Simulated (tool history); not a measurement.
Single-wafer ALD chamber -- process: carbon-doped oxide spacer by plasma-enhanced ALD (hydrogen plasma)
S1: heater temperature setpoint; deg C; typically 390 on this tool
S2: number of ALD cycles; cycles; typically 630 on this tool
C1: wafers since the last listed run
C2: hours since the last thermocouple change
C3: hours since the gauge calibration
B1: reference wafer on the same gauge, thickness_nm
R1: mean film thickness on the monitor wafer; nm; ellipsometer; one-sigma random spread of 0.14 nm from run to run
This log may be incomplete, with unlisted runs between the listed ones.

| run | hour | S1 | S2 | C1 | C2 | C3 | B1 | R1 |
|---|---|---|---|---|---|---|---|---|
| 1 | 0.0 | 379 | 630 | 0 | 166.9 | 586.6 | 34.027 | 31.996 |
| 2 | 74.9 | 379 | 630 | 40 | 241.8 | 661.5 | 34.085 | 31.867 |
| 3 | 266.4 | 390 | 691 | 104 | 433.3 | 853.0 | 34.201 | 35.110 |
| 4 | 359.7 | 390 | 691 | 50 | 526.6 | 946.3 | 34.331 | 35.170 |
| 5 | 424.9 | 390 | 691 | 35 | 591.8 | 1011.5 | 34.329 | 35.591 |
| 6 | 519.0 | 390 | 630 | 51 | 685.9 | 1105.6 | 34.417 | 32.338 |
| 7 | 598.0 | 390 | 630 | 43 | 764.9 | 1184.6 | 34.516 | 32.382 |
| 8 | 696.7 | 390 | 723 | 53 | 863.6 | 1283.3 | 34.596 | 37.060 |
| 9 | 781.4 | 401 | 664 | 46 | 948.3 | 1368.0 | 34.605 | 34.357 |
|  | 797.3 | gauge calibrated |
| 10 | 843.8 | 401 | 664 | 33 | 1010.7 | 46.5 | 33.584 | 33.312 |
| 11 | 907.4 | 390 | 630 | 34 | 1074.3 | 110.1 | 33.631 | 31.693 |
| 12 | 959.5 | 390 | 630 | 28 | 1126.4 | 162.2 | 33.659 | 31.646 |
| 13 | 1003.0 | 404 | 542 | 23 | 1169.9 | 205.7 | 33.657 | 27.096 |
| 14 | 1099.7 | 403 | 689 | 52 | 1266.6 | 302.4 | 33.732 | 34.455 |
| 15 | 1189.6 | 390 | 630 | 48 | 1356.5 | 392.3 | 33.799 | 31.764 |
| 16 | 1229.5 | 401 | 664 | 21 | 1396.4 | 432.2 | 33.843 | 33.462 |
| 17 | 1294.1 | 405 | 563 | 35 | 1461.0 | 496.8 | 33.882 | 28.298 |
|  | 1374.8 | thermocouple changed; heater temperature recalibrated |
| 18 | 1380.9 | 395 | 735 | 42 | 6.1 | 583.6 | 33.944 | 37.402 |
| 19 | 1529.0 | 384 | 702 | 80 | 154.2 | 731.7 | 34.057 | 35.554 |
| 20 | 1634.8 | 390 | 630 | 57 | 260.0 | 837.5 | 34.174 | 32.050 |
| 21 | 1671.4 | 383 | 540 | 19 | 296.6 | 874.1 | 34.148 | 27.620 |
| 22 | 1744.0 | 382 | 630 | 39 | 369.2 | 946.7 | 34.266 | 32.224 |
| 23 | 1851.7 | 376 | 702 | 58 | 476.9 | 1054.4 | 34.319 | 35.871 |
| 24 | 1950.3 | 401 | 664 | 53 | 575.5 | 1153.0 | 34.420 | 34.028 |
| 25 | 2044.1 | 396 | 524 | 51 | 669.3 | 1246.8 | 34.460 | 27.111 |

Take each entry between the runs: how does the hidden state at the last listed run before it differ from the hidden state at the first listed run after it?
In the gap between runs 9 and 10: gauge calibrated (hour 797.3)
  gauge reads high (%): 3.02 -> -0.135
  measured value less the no-hidden-state value, R1: +1.008 -> -0.045 nm
In the gap between runs 17 and 18: thermocouple changed; heater temperature recalibrated (hour 1374.8)
  gauge reads high (%): 0.884 -> 1.08
  measured value less the no-hidden-state value, R1: +0.248 -> +0.400 nm

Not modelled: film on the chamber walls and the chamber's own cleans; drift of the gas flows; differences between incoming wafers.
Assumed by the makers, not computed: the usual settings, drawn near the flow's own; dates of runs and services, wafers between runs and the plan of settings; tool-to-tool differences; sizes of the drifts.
